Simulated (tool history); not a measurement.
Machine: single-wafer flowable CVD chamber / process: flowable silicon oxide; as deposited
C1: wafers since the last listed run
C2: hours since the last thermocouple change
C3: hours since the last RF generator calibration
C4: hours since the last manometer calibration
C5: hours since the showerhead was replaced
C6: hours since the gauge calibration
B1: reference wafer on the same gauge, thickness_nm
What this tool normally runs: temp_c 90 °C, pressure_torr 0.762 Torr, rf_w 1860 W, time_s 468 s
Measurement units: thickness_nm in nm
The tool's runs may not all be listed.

Run 1, hour 0.0: usual settings; C1 0; C2 1795.0; C3 1579.9; C4 217.9; C5 6208.4; C6 507.5; B1 368.013. Result: thickness_nm 382.340 nm.
Run 2, hour 110.7: usual settings; C1 600; C2 1905.7; C3 1690.6; C4 328.6; C5 6319.1; C6 618.2; B1 367.227. Result: thickness_nm 383.789 nm.
Run 3, hour 150.8: usual settings but time_s 443 s; C1 217; C2 1945.8; C3 1730.7; C4 368.7; C5 6359.2; C6 658.3; B1 366.594. Result: thickness_nm 361.396 nm.
Run 4, hour 178.6: usual settings but temp_c 101 °C, time_s 421 s; C1 150; C2 1973.6; C3 1758.5; C4 396.5; C5 6387.0; C6 686.1; B1 366.728. Result: thickness_nm 249.505 nm.
Run 5, hour 230.8: usual settings but temp_c 101 °C, time_s 421 s; C1 283; C2 2025.8; C3 1810.7; C4 448.7; C5 6439.2; C6 738.3; B1 366.534. Result: thickness_nm 250.443 nm.
Run 6, hour 299.0: usual settings but temp_c 84 °C; C1 369; C2 2094.0; C3 1878.9; C4 516.9; C5 6507.4; C6 806.5; B1 365.861. Result: thickness_nm 443.632 nm.
Run 7, hour 347.5: usual settings but temp_c 84 °C; C1 263; C2 2142.5; C3 1927.4; C4 565.4; C5 6555.9; C6 855.0; B1 365.656. Result: thickness_nm 446.260 nm.
Run 8, hour 403.3: usual settings but temp_c 84 °C; C1 302; C2 2198.3; C3 1983.2; C4 621.2; C5 6611.7; C6 910.8; B1 365.120. Result: thickness_nm 445.233 nm.
Run 9, hour 473.1: usual settings but time_s 516 s; C1 378; C2 2268.1; C3 2053.0; C4 691.0; C5 6681.5; C6 980.6; B1 364.854. Result: thickness_nm 418.168 nm.
Run 10, hour 535.4: usual settings but time_s 516 s; C1 337; C2 2330.4; C3 2115.3; C4 753.3; C5 6743.8; C6 1042.9; B1 364.575. Result: thickness_nm 420.061 nm.
At hour 571.7: capacitance manometer re-zeroed and calibrated.
Run 11, hour 584.7: usual settings; C1 224; C2 2379.7; C3 2164.6; C4 13.0; C5 6793.1; C6 1092.2; B1 363.859. Result: thickness_nm 378.725 nm.
Run 12, hour 638.1: usual settings; C1 289; C2 2433.1; C3 2218.0; C4 66.4; C5 6846.5; C6 1145.6; B1 362.946. Result: thickness_nm 378.065 nm.
Run 13, hour 668.5: usual settings; C1 164; C2 2463.5; C3 2248.4; C4 96.8; C5 6876.9; C6 1176.0; B1 363.266. Result: thickness_nm 377.953 nm.
Run 14, hour 694.1: usual settings; C1 138; C2 2489.1; C3 2274.0; C4 122.4; C5 6902.5; C6 1201.6; B1 362.926. Result: thickness_nm 375.572 nm.
Run 15, hour 734.1: usual settings but time_s 516 s; C1 216; C2 2529.1; C3 2314.0; C4 162.4; C5 6942.5; C6 1241.6; B1 362.104. Result: thickness_nm 418.305 nm.
Run 16, hour 796.3: usual settings but pressure_torr 0.868 Torr, rf_w 2165 W, time_s 493 s; C1 337; C2 2591.3; C3 2376.2; C4 224.6; C5 7004.7; C6 1303.8; B1 362.236. Result: thickness_nm 463.742 nm.
At hour 851.7: showerhead replaced.
Run 17, hour 852.2: usual settings but temp_c 82 °C, pressure_torr 0.645 Torr, time_s 524 s; C1 259; C2 2647.2; C3 2432.1; C4 280.5; C5 0.5; C6 1359.7; B1 361.337. Result: thickness_nm 441.242 nm.
At hour 880.3: gauge calibrated.
At hour 904.3: thermocouple changed; heater temperature recalibrated.
Run 18, hour 904.8: usual settings but pressure_torr 0.908 Torr, rf_w 2160 W, time_s 558 s; C1 241; C2 0.5; C3 2484.7; C4 333.1; C5 53.1; C6 24.5; B1 367.856. Result: thickness_nm 558.456 nm.
Run 19, hour 937.4: usual settings but pressure_torr 0.627 Torr, time_s 442 s; C1 176; C2 33.1; C3 2517.3; C4 365.7; C5 85.7; C6 57.1; B1 367.405. Result: thickness_nm 298.923 nm.
At hour 950.4: RF generator calibrated.
Run 20, hour 998.8: usual settings but temp_c 96 °C, pressure_torr 0.821 Torr, rf_w 1510 W; C1 289; C2 94.5; C3 48.4; C4 427.1; C5 147.1; C6 118.5; B1 367.928. Result: thickness_nm 332.430 nm.
Run 21, hour 1068.9: usual settings; C1 380; C2 164.6; C3 118.5; C4 497.2; C5 217.2; C6 188.6; B1 367.605. Result: thickness_nm 384.008 nm.
Run 22, hour 1126.1: usual settings; C1 310; C2 221.8; C3 175.7; C4 554.4; C5 274.4; C6 245.8; B1 367.935. Result: thickness_nm 383.566 nm.
Run 23, hour 1186.5: usual settings but temp_c 103 °C, rf_w 2065 W; C1 327; C2 282.2; C3 236.1; C4 614.8; C5 334.8; C6 306.2; B1 367.911. Result: thickness_nm 266.505 nm.
Run 24, hour 1222.4: usual settings; C1 194; C2 318.1; C3 272.0; C4 650.7; C5 370.7; C6 342.1; B1 367.757. Result: thickness_nm 382.161 nm.
Run 25, hour 1262.3: usual settings but temp_c 95 °C, pressure_torr 0.613 Torr; C1 216; C2 358.0; C3 311.9; C4 690.6; C5 410.6; C6 382.0; B1 367.273. Result: thickness_nm 265.530 nm.
Run 26, hour 1324.6: usual settings but temp_c 78 °C, pressure_torr 0.686 Torr, rf_w 2170 W, time_s 560 s; C1 337; C2 420.3; C3 374.2; C4 752.9; C5 472.9; C6 444.3; B1 367.171. Result: thickness_nm 577.855 nm.
Run 27, hour 1384.3: usual settings but pressure_torr 0.814 Torr, rf_w 1665 W, time_s 521 s; C1 323; C2 480.0; C3 433.9; C4 812.6; C5 532.6; C6 504.0; B1 366.992. Result: thickness_nm 446.546 nm.
At hour 1425.9: capacitance manometer re-zeroed and calibrated.
Run 28, hour 1440.1: usual settings but temp_c 85 °C, pressure_torr 0.661 Torr, rf_w 2105 W; C1 259; C2 535.8; C3 489.7; C4 14.2; C5 588.4; C6 559.8; B1 366.497. Result: thickness_nm 385.893 nm.
Run 29, hour 1464.6: usual settings but temp_c 85 °C, pressure_torr 0.632 Torr, rf_w 1980 W, time_s 561 s; C1 132; C2 560.3; C3 514.2; C4 38.7; C5 612.9; C6 584.3; B1 366.755. Result: thickness_nm 437.537 nm.

Some steps in thickness_nm, run to run, broken into two amounts with sign: the step expected even without the hidden condition (settings, incoming material, random variation), and the rest, left for the hidden condition together with whatever gauge scatter is not in both the measured and the hidden-condition-free result:
Hidden state present: wafer temperature above the value expected at the setpoint (K); delivered RF power above the setpoint (%); true pressure above the setpoint (%); gauge reads high (%).
Run 15 -> 16: pressure_torr 0.762 -> 0.868, rf_w 1860 -> 2165, time_s 516 -> 493. thickness_nm +45.437 nm: hidden state -1.533, all else +46.970.
Run 17 -> 18: temp_c 82 -> 90, pressure_torr 0.645 -> 0.908, rf_w 1860 -> 2160, time_s 524 -> 558, gauge calibrated, thermocouple changed; heater temperature recalibrated. thickness_nm +117.214 nm: hidden state +8.424, all else +108.790.
Run 18 -> 19: pressure_torr 0.908 -> 0.627, rf_w 2160 -> 1860, time_s 558 -> 442. thickness_nm -259.533 nm: hidden state -0.058, all else -259.475.
Run 25 -> 26: temp_c 95 -> 78, pressure_torr 0.613 -> 0.686, rf_w 1860 -> 2170, time_s 468 -> 560. thickness_nm +312.325 nm: hidden state -0.770, all else +313.095.

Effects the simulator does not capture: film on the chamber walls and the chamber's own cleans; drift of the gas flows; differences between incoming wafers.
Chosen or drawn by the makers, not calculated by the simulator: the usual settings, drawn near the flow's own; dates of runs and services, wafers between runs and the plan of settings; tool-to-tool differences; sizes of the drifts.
